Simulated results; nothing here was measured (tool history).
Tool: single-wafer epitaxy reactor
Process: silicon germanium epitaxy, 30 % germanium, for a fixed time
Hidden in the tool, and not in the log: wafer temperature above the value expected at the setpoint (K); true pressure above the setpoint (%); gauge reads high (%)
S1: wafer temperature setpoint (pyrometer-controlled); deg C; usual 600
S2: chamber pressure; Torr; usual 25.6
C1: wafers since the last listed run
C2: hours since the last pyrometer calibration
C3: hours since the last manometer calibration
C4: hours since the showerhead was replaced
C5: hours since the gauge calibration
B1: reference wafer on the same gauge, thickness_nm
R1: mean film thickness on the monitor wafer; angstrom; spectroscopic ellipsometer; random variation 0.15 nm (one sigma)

{"run": 1, "hour": 0.0, "S1": 600, "S2": 25.6, "C1": 0, "C2": 639.8, "C3": 1719.8, "C4": 4310.7, "C5": 1088.5, "B1": 69.641, "R1": 702.61}
{"run": 2, "hour": 184.3, "S1": 600, "S2": 25.6, "C1": 1969, "C2": 824.1, "C3": 1904.1, "C4": 4495.0, "C5": 1272.8, "B1": 69.573, "R1": 706.08}
{"run": 3, "hour": 212.1, "S1": 600, "S2": 25.6, "C1": 297, "C2": 851.9, "C3": 1931.9, "C4": 4522.8, "C5": 1300.6, "B1": 69.566, "R1": 704.89}
{"run": 4, "hour": 265.1, "S1": 588, "S2": 25.6, "C1": 566, "C2": 904.9, "C3": 1984.9, "C4": 4575.8, "C5": 1353.6, "B1": 69.581, "R1": 548.7}
{"run": 5, "hour": 307.7, "S1": 588, "S2": 25.6, "C1": 455, "C2": 947.5, "C3": 2027.5, "C4": 4618.4, "C5": 1396.2, "B1": 69.579, "R1": 547.48}
{"run": 6, "hour": 341.9, "S1": 588, "S2": 25.6, "C1": 365, "C2": 981.7, "C3": 2061.7, "C4": 4652.6, "C5": 1430.4, "B1": 69.615, "R1": 549.75}
{"hour": 372.1, "done": "pyrometer calibrated"}
{"run": 7, "hour": 393.0, "S1": 600, "S2": 25.6, "C1": 460, "C2": 20.9, "C3": 2112.8, "C4": 4703.7, "C5": 1481.5, "B1": 69.568, "R1": 690.49}
{"run": 8, "hour": 431.3, "S1": 600, "S2": 25.6, "C1": 409, "C2": 59.2, "C3": 2151.1, "C4": 4742.0, "C5": 1519.8, "B1": 69.571, "R1": 688.88}
{"run": 9, "hour": 477.7, "S1": 600, "S2": 25.6, "C1": 495, "C2": 105.6, "C3": 2197.5, "C4": 4788.4, "C5": 1566.2, "B1": 69.571, "R1": 693.66}
{"run": 10, "hour": 517.4, "S1": 600, "S2": 25.6, "C1": 424, "C2": 145.3, "C3": 2237.2, "C4": 4828.1, "C5": 1605.9, "B1": 69.621, "R1": 695.64}
{"hour": 570.8, "done": "capacitance manometer re-zeroed and calibrated"}
{"run": 11, "hour": 729.1, "S1": 600, "S2": 25.6, "C1": 2176, "C2": 357.0, "C3": 158.3, "C4": 5039.8, "C5": 1817.6, "B1": 69.601, "R1": 684.77}
{"run": 12, "hour": 757.8, "S1": 600, "S2": 25.6, "C1": 306, "C2": 385.7, "C3": 187.0, "C4": 5068.5, "C5": 1846.3, "B1": 69.612, "R1": 684.64}
{"run": 13, "hour": 826.7, "S1": 600, "S2": 25.6, "C1": 736, "C2": 454.6, "C3": 255.9, "C4": 5137.4, "C5": 1915.2, "B1": 69.617, "R1": 689.01}
{"run": 14, "hour": 886.7, "S1": 600, "S2": 25.6, "C1": 641, "C2": 514.6, "C3": 315.9, "C4": 5197.4, "C5": 1975.2, "B1": 69.574, "R1": 690.21}
{"run": 15, "hour": 915.9, "S1": 600, "S2": 25.6, "C1": 311, "C2": 543.8, "C3": 345.1, "C4": 5226.6, "C5": 2004.4, "B1": 69.562, "R1": 689.93}
{"run": 16, "hour": 948.8, "S1": 600, "S2": 25.6, "C1": 351, "C2": 576.7, "C3": 378.0, "C4": 5259.5, "C5": 2037.3, "B1": 69.582, "R1": 691.78}
{"run": 17, "hour": 981.4, "S1": 589, "S2": 31.2, "C1": 348, "C2": 609.3, "C3": 410.6, "C4": 5292.1, "C5": 2069.9, "B1": 69.552, "R1": 584.87}
{"run": 18, "hour": 1049.8, "S1": 600, "S2": 25.6, "C1": 730, "C2": 677.7, "C3": 479.0, "C4": 5360.5, "C5": 2138.3, "B1": 69.63, "R1": 693.53}
{"hour": 1058.7, "done": "showerhead replaced"}
{"run": 19, "hour": 1075.3, "S1": 600, "S2": 27.2, "C1": 186, "C2": 703.2, "C3": 504.5, "C4": 16.6, "C5": 2163.8, "B1": 69.545, "R1": 709.4}
{"run": 20, "hour": 1131.5, "S1": 600, "S2": 25.6, "C1": 600, "C2": 759.4, "C3": 560.7, "C4": 72.8, "C5": 2220.0, "B1": 69.594, "R1": 694.54}
{"hour": 1337.6, "done": "pyrometer calibrated"}
{"run": 21, "hour": 1344.8, "S1": 600, "S2": 27.2, "C1": 2193, "C2": 7.2, "C3": 774.0, "C4": 286.1, "C5": 2433.3, "B1": 69.565, "R1": 702.83}
{"hour": 1491.3, "done": "gauge calibrated"}
{"run": 22, "hour": 1543.8, "S1": 600, "S2": 25.6, "C1": 2126, "C2": 206.2, "C3": 973.0, "C4": 485.1, "C5": 52.5, "B1": 69.6, "R1": 691.53}
{"run": 23, "hour": 1568.1, "S1": 593, "S2": 20.1, "C1": 259, "C2": 230.5, "C3": 997.3, "C4": 509.4, "C5": 76.8, "B1": 69.605, "R1": 554.44}
{"run": 24, "hour": 1607.7, "S1": 585, "S2": 27.3, "C1": 423, "C2": 270.1, "C3": 1036.9, "C4": 549.0, "C5": 116.4, "B1": 69.595, "R1": 516.33}
{"run": 25, "hour": 1651.3, "S1": 585, "S2": 28.6, "C1": 465, "C2": 313.7, "C3": 1080.5, "C4": 592.6, "C5": 160.0, "B1": 69.629, "R1": 526.87}
{"run": 26, "hour": 1691.3, "S1": 590, "S2": 28.9, "C1": 427, "C2": 353.7, "C3": 1120.5, "C4": 632.6, "C5": 200.0, "B1": 69.618, "R1": 589.69}
{"run": 27, "hour": 1715.7, "S1": 600, "S2": 25.6, "C1": 260, "C2": 378.1, "C3": 1144.9, "C4": 657.0, "C5": 224.4, "B1": 69.552, "R1": 692.98}
{"run": 28, "hour": 1835.7, "S1": 600, "S2": 31.2, "C1": 1282, "C2": 498.1, "C3": 1264.9, "C4": 777.0, "C5": 344.4, "B1": 69.626, "R1": 746.37}
{"run": 29, "hour": 1900.5, "S1": 611, "S2": 21.3, "C1": 692, "C2": 562.9, "C3": 1329.7, "C4": 841.8, "C5": 409.2, "B1": 69.583, "R1": 822.38}
{"run": 30, "hour": 1931.5, "S1": 611, "S2": 30.3, "C1": 331, "C2": 593.9, "C3": 1360.7, "C4": 872.8, "C5": 440.2, "B1": 69.583, "R1": 922.76}
{"run": 31, "hour": 1988.1, "S1": 613, "S2": 24.0, "C1": 604, "C2": 650.5, "C3": 1417.3, "C4": 929.4, "C5": 496.8, "B1": 69.603, "R1": 893.84}
{"run": 32, "hour": 2030.0, "S1": 593, "S2": 29.7, "C1": 447, "C2": 692.4, "C3": 1459.2, "C4": 971.3, "C5": 538.7, "B1": 69.582, "R1": 637.97}
{"run": 33, "hour": 2067.7, "S1": 613, "S2": 27.7, "C1": 402, "C2": 730.1, "C3": 1496.9, "C4": 1009.0, "C5": 576.4, "B1": 69.593, "R1": 939.21}
{"run": 34, "hour": 2112.4, "S1": 604, "S2": 25.6, "C1": 477, "C2": 774.8, "C3": 1541.6, "C4": 1053.7, "C5": 621.1, "B1": 69.61, "R1": 764.66}
{"run": 35, "hour": 2178.3, "S1": 593, "S2": 20.1, "C1": 704, "C2": 840.7, "C3": 1607.5, "C4": 1119.6, "C5": 687.0, "B1": 69.638, "R1": 567.89}

Some steps in R1 between neighbouring runs. How much of each would the tool show without its hidden state too (settings, what came in, random variation), and how much is left for the hidden state, with any gauge scatter that isn't in both results?
Run 6 -> 7: S1 588 -> 600, pyrometer calibrated. R1 +140.74 angstrom: hidden state -8.81, all else +149.55.
Run 10 -> 11: capacitance manometer re-zeroed and calibrated. R1 -10.87 angstrom: hidden state -9.43, all else -1.44.
Run 31 -> 32: S1 613 -> 593, S2 24.0 -> 29.7. R1 -255.87 angstrom: hidden state -8.59, all else -247.28.
Run 32 -> 33: S1 593 -> 613, S2 29.7 -> 27.7. R1 +301.24 angstrom: hidden state +12.21, all else +289.03.
Run 34 -> 35: S1 604 -> 593, S2 25.6 -> 20.1. R1 -196.77 angstrom: hidden state -6.99, all else -189.78.

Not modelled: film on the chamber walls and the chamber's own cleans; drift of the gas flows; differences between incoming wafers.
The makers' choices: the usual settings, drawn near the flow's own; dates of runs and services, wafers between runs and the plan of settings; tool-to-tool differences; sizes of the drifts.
